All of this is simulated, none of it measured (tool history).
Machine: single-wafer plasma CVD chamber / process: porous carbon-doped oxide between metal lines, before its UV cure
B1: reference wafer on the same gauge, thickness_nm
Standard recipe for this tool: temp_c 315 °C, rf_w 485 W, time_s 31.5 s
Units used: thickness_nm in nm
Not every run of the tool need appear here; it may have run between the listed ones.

run 1 day=0 | temp_c=315 rf_w=485 time_s=31.5 | B1=195.038 | thickness_nm=162.771
run 2 day=0.454 | temp_c=315 rf_w=485 time_s=31.5 | B1=195.022 | thickness_nm=162.968
run 3 day=1.004 | temp_c=315 rf_w=485 time_s=31.5 | B1=194.945 | thickness_nm=163.068
run 4 day=1.654 | temp_c=315 rf_w=485 time_s=31.5 | B1=194.976 | thickness_nm=162.763
run 5 day=2.129 | temp_c=315 rf_w=485 time_s=31.5 | B1=195.053 | thickness_nm=163.145
run 6 day=2.404 | temp_c=315 rf_w=485 time_s=31.5 | B1=194.983 | thickness_nm=162.891
run 7 day=2.829 | temp_c=315 rf_w=485 time_s=26.9 | B1=195.133 | thickness_nm=139.43
run 8 day=3.525 | temp_c=315 rf_w=485 time_s=26.9 | B1=195.002 | thickness_nm=139.303
run 9 day=4.046 | temp_c=315 rf_w=485 time_s=26.9 | B1=195.011 | thickness_nm=139.76
-- day=5.179 showerhead replaced
run 10 day=5.708 | temp_c=315 rf_w=485 time_s=31.5 | B1=194.978 | thickness_nm=161.654
run 11 day=6.329 | temp_c=315 rf_w=485 time_s=31.5 | B1=194.933 | thickness_nm=161.82
-- day=6.912 RF generator calibrated
run 12 day=6.933 | temp_c=315 rf_w=485 time_s=31.5 | B1=195.062 | thickness_nm=171.101
run 13 day=7.1 | temp_c=315 rf_w=485 time_s=31.5 | B1=194.917 | thickness_nm=171.327
run 14 day=7.512 | temp_c=315 rf_w=485 time_s=31.5 | B1=195.058 | thickness_nm=171.27
run 15 day=7.842 | temp_c=315 rf_w=435 time_s=33.9 | B1=195.073 | thickness_nm=170.849
run 16 day=8.562 | temp_c=315 rf_w=485 time_s=31.5 | B1=194.897 | thickness_nm=171.28
run 17 day=9.012 | temp_c=326 rf_w=485 time_s=28.1 | B1=194.99 | thickness_nm=143.73
-- day=9.092 gauge calibrated
run 18 day=9.433 | temp_c=315 rf_w=430 time_s=31.5 | B1=195.071 | thickness_nm=158.207
run 19 day=9.783 | temp_c=315 rf_w=485 time_s=31.5 | B1=194.972 | thickness_nm=171.555
run 20 day=10.133 | temp_c=315 rf_w=555 time_s=28.2 | B1=194.968 | thickness_nm=168.024
run 21 day=10.571 | temp_c=330 rf_w=485 time_s=31.5 | B1=195.03 | thickness_nm=156.943
-- day=11.325 thermocouple changed; heater temperature recalibrated
run 22 day=11.346 | temp_c=315 rf_w=485 time_s=31.5 | B1=194.95 | thickness_nm=164.156
run 23 day=11.588 | temp_c=315 rf_w=515 time_s=31.5 | B1=194.931 | thickness_nm=170.759
run 24 day=11.988 | temp_c=315 rf_w=485 time_s=33.8 | B1=194.922 | thickness_nm=176.371
run 25 day=12.429 | temp_c=315 rf_w=485 time_s=31.5 | B1=194.98 | thickness_nm=164.629
run 26 day=13.088 | temp_c=315 rf_w=485 time_s=36.6 | B1=195.002 | thickness_nm=190.744
run 27 day=13.408 | temp_c=302 rf_w=485 time_s=35.7 | B1=194.869 | thickness_nm=202.08
run 28 day=13.804 | temp_c=330 rf_w=440 time_s=31.5 | B1=195.015 | thickness_nm=142.277
run 29 day=14.458 | temp_c=330 rf_w=520 time_s=26.7 | B1=195.038 | thickness_nm=134.69
run 30 day=15.162 | temp_c=315 rf_w=545 time_s=26.2 | B1=195.096 | thickness_nm=148.919
run 31 day=15.662 | temp_c=323 rf_w=485 time_s=31.5 | B1=195.137 | thickness_nm=157.953

Pick out some run-to-run changes in thickness_nm. Of each, how much would a tool without hidden state show as well, from the settings, what came in and chance, and how much is left for the hidden state and any gauge scatter not in both results compared?
Unlogged tool condition in this case: wafer temperature above the value expected at the setpoint (K); delivered RF power above the setpoint (%); gauge reads high (%).
Run 11 -> 12: RF generator calibrated. thickness_nm +9.281 nm: hidden state +9.379, all else -0.098.
Run 16 -> 17: temp_c 315 -> 326, time_s 31.5 -> 28.1. thickness_nm -27.55 nm: hidden state -1.584, all else -25.966.
Run 21 -> 22: temp_c 330 -> 315, thermocouple changed; heater temperature recalibrated. thickness_nm +7.213 nm: hidden state -5.901, all else +13.114.
Run 25 -> 26: time_s 31.5 -> 36.6. thickness_nm +26.115 nm: hidden state +0.232, all else +25.883.
Run 27 -> 28: temp_c 302 -> 330, rf_w 485 -> 440, time_s 35.7 -> 31.5. thickness_nm -59.803 nm: hidden state -0.273, all else -59.53.
